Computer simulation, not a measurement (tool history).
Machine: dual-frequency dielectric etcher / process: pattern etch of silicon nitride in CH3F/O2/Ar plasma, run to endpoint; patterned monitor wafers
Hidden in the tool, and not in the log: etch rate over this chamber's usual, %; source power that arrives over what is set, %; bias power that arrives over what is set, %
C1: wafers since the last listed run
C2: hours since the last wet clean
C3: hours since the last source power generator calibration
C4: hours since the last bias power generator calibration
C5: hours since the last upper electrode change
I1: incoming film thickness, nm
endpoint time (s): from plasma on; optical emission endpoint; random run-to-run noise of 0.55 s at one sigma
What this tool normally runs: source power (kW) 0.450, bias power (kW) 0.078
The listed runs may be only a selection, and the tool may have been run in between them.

Run 1, day 0.000: usual settings; C1 0; C2 221.1; C3 5082.2; C4 2539.8; C5 2461.0; I1 46.93. Result: endpoint time (s) 70.5.
Run 2, day 0.600: usual settings; C1 227; C2 235.5; C3 5096.6; C4 2554.2; C5 2475.4; I1 47.24. Result: endpoint time (s) 71.2.
Run 3, day 0.971: usual settings; C1 140; C2 244.4; C3 5105.5; C4 2563.1; C5 2484.3; I1 46.95. Result: endpoint time (s) 71.1.
Run 4, day 1.567: usual settings but bias power (kW) 0.073; C1 225; C2 258.7; C3 5119.8; C4 2577.4; C5 2498.6; I1 47.39. Result: endpoint time (s) 73.1.
Run 5, day 2.071: usual settings but bias power (kW) 0.073; C1 190; C2 270.8; C3 5131.9; C4 2589.5; C5 2510.7; I1 47.08. Result: endpoint time (s) 73.0.
Run 6, day 2.729: usual settings; C1 249; C2 286.6; C3 5147.7; C4 2605.3; C5 2526.5; I1 47.31. Result: endpoint time (s) 70.7.
Run 7, day 3.358: usual settings; C1 238; C2 301.7; C3 5162.8; C4 2620.4; C5 2541.6; I1 47.42. Result: endpoint time (s) 70.4.
Run 8, day 3.933: usual settings; C1 217; C2 315.5; C3 5176.6; C4 2634.2; C5 2555.4; I1 47.60. Result: endpoint time (s) 72.4.
Run 9, day 4.296: usual settings; C1 137; C2 324.2; C3 5185.3; C4 2642.9; C5 2564.1; I1 47.37. Result: endpoint time (s) 71.3.
Run 10, day 4.646: usual settings; C1 132; C2 332.6; C3 5193.7; C4 2651.3; C5 2572.5; I1 47.43. Result: endpoint time (s) 70.7.
Run 11, day 5.342: usual settings; C1 263; C2 349.3; C3 5210.4; C4 2668.0; C5 2589.2; I1 47.42. Result: endpoint time (s) 70.8.
Run 12, day 5.688: usual settings; C1 130; C2 357.6; C3 5218.7; C4 2676.3; C5 2597.5; I1 47.34. Result: endpoint time (s) 72.1.
Run 13, day 6.029: usual settings; C1 129; C2 365.8; C3 5226.9; C4 2684.5; C5 2605.7; I1 47.29. Result: endpoint time (s) 70.3.
Run 14, day 6.583: usual settings but bias power (kW) 0.067; C1 209; C2 379.1; C3 5240.2; C4 2697.8; C5 2619.0; I1 47.02. Result: endpoint time (s) 72.4.
Run 15, day 7.208: usual settings but source power (kW) 0.530; C1 236; C2 394.1; C3 5255.2; C4 2712.8; C5 2634.0; I1 47.18. Result: endpoint time (s) 66.4.
Run 16, day 7.742: usual settings but bias power (kW) 0.089; C1 201; C2 406.9; C3 5268.0; C4 2725.6; C5 2646.8; I1 47.40. Result: endpoint time (s) 69.2.
Run 17, day 8.350: usual settings but bias power (kW) 0.089; C1 230; C2 421.5; C3 5282.6; C4 2740.2; C5 2661.4; I1 46.76. Result: endpoint time (s) 69.2.
Run 18, day 9.071: usual settings but source power (kW) 0.530; C1 272; C2 438.8; C3 5299.9; C4 2757.5; C5 2678.7; I1 47.18. Result: endpoint time (s) 65.6.
Run 19, day 9.508: usual settings but source power (kW) 0.360, bias power (kW) 0.093; C1 165; C2 449.3; C3 5310.4; C4 2768.0; C5 2689.2; I1 47.30. Result: endpoint time (s) 75.2.
Run 20, day 9.812: usual settings but source power (kW) 0.350, bias power (kW) 0.087; C1 115; C2 456.6; C3 5317.7; C4 2775.3; C5 2696.5; I1 47.48. Result: endpoint time (s) 78.0.
Run 21, day 10.138: usual settings but source power (kW) 0.410, bias power (kW) 0.072; C1 122; C2 464.4; C3 5325.5; C4 2783.1; C5 2704.3; I1 46.71. Result: endpoint time (s) 74.9.
At day 10.904: source power generator calibrated.
Run 22, day 10.925: usual settings but source power (kW) 0.500; C1 234; C2 483.3; C3 0.5; C4 2802.0; C5 2723.2; I1 47.47. Result: endpoint time (s) 68.3.
Run 23, day 11.592: usual settings; C1 252; C2 499.3; C3 16.5; C4 2818.0; C5 2739.2; I1 47.30. Result: endpoint time (s) 71.3.
Run 24, day 12.342: usual settings but source power (kW) 0.550, bias power (kW) 0.061; C1 283; C2 517.3; C3 34.5; C4 2836.0; C5 2757.2; I1 46.91. Result: endpoint time (s) 68.1.
At day 13.371: upper electrode replaced.
Run 25, day 13.392: usual settings but source power (kW) 0.530, bias power (kW) 0.070; C1 18; C2 542.5; C3 59.7; C4 2861.2; C5 0.5; I1 46.87. Result: endpoint time (s) 67.3.
Run 26, day 13.425: usual settings but bias power (kW) 0.089; C1 12; C2 543.3; C3 60.5; C4 2862.0; C5 1.3; I1 47.36. Result: endpoint time (s) 68.8.
Run 27, day 13.975: usual settings; C1 208; C2 556.5; C3 73.7; C4 2875.2; C5 14.5; I1 47.53. Result: endpoint time (s) 72.4.
Run 28, day 14.525: usual settings but source power (kW) 0.370, bias power (kW) 0.087; C1 208; C2 569.7; C3 86.9; C4 2888.4; C5 27.7; I1 46.84. Result: endpoint time (s) 75.4.
At day 14.908: bias power generator calibrated.
At day 15.554: wet clean of the chamber.
Run 29, day 15.575: usual settings but source power (kW) 0.510, bias power (kW) 0.092; C1 89; C2 0.5; C3 112.1; C4 16.0; C5 52.9; I1 46.65. Result: endpoint time (s) 65.0.
Run 30, day 16.967: usual settings but bias power (kW) 0.092; C1 526; C2 33.9; C3 145.5; C4 49.4; C5 86.3; I1 47.08. Result: endpoint time (s) 69.5.
Run 31, day 17.421: usual settings but bias power (kW) 0.094; C1 171; C2 44.8; C3 156.4; C4 60.3; C5 97.2; I1 47.42. Result: endpoint time (s) 68.5.
Run 32, day 18.000: usual settings but source power (kW) 0.520, bias power (kW) 0.071; C1 219; C2 58.7; C3 170.3; C4 74.2; C5 111.1; I1 47.50. Result: endpoint time (s) 68.6.
Run 33, day 18.683: usual settings but source power (kW) 0.380, bias power (kW) 0.071; C1 258; C2 75.1; C3 186.7; C4 90.6; C5 127.5; I1 47.27. Result: endpoint time (s) 77.3.
Run 34, day 19.046: usual settings but bias power (kW) 0.088; C1 137; C2 83.8; C3 195.4; C4 99.3; C5 136.2; I1 46.90. Result: endpoint time (s) 68.2.
Run 35, day 19.783: usual settings but source power (kW) 0.410, bias power (kW) 0.070; C1 279; C2 101.5; C3 213.1; C4 117.0; C5 153.9; I1 47.16. Result: endpoint time (s) 76.8.

Each row is a separate what-if for the run after 35, all from the same tool condition, not one after another. Results?
Run A, day 19.800: usual settings but bias power (kW) 0.069; C1 6; C2 101.9; C3 213.5; C4 117.4; C5 154.3; I1 46.95. Result: endpoint time (s) ?.
Run B, day 19.800: usual settings but source power (kW) 0.510, bias power (kW) 0.063; C1 6; C2 101.9; C3 213.5; C4 117.4; C5 154.3; I1 46.95. Result: endpoint time (s) ?.
Run C, day 19.800: usual settings but source power (kW) 0.500, bias power (kW) 0.091; C1 6; C2 101.9; C3 213.5; C4 117.4; C5 154.3; I1 46.95. Result: endpoint time (s) ?.

run  endpoint time (s)
  A               73.1
  B               70.5
  C               65.7
What these runs would have given with no unlogged condition in the tool:
run  endpoint time (s)
  A               73.1
  B               70.5
  C               65.7
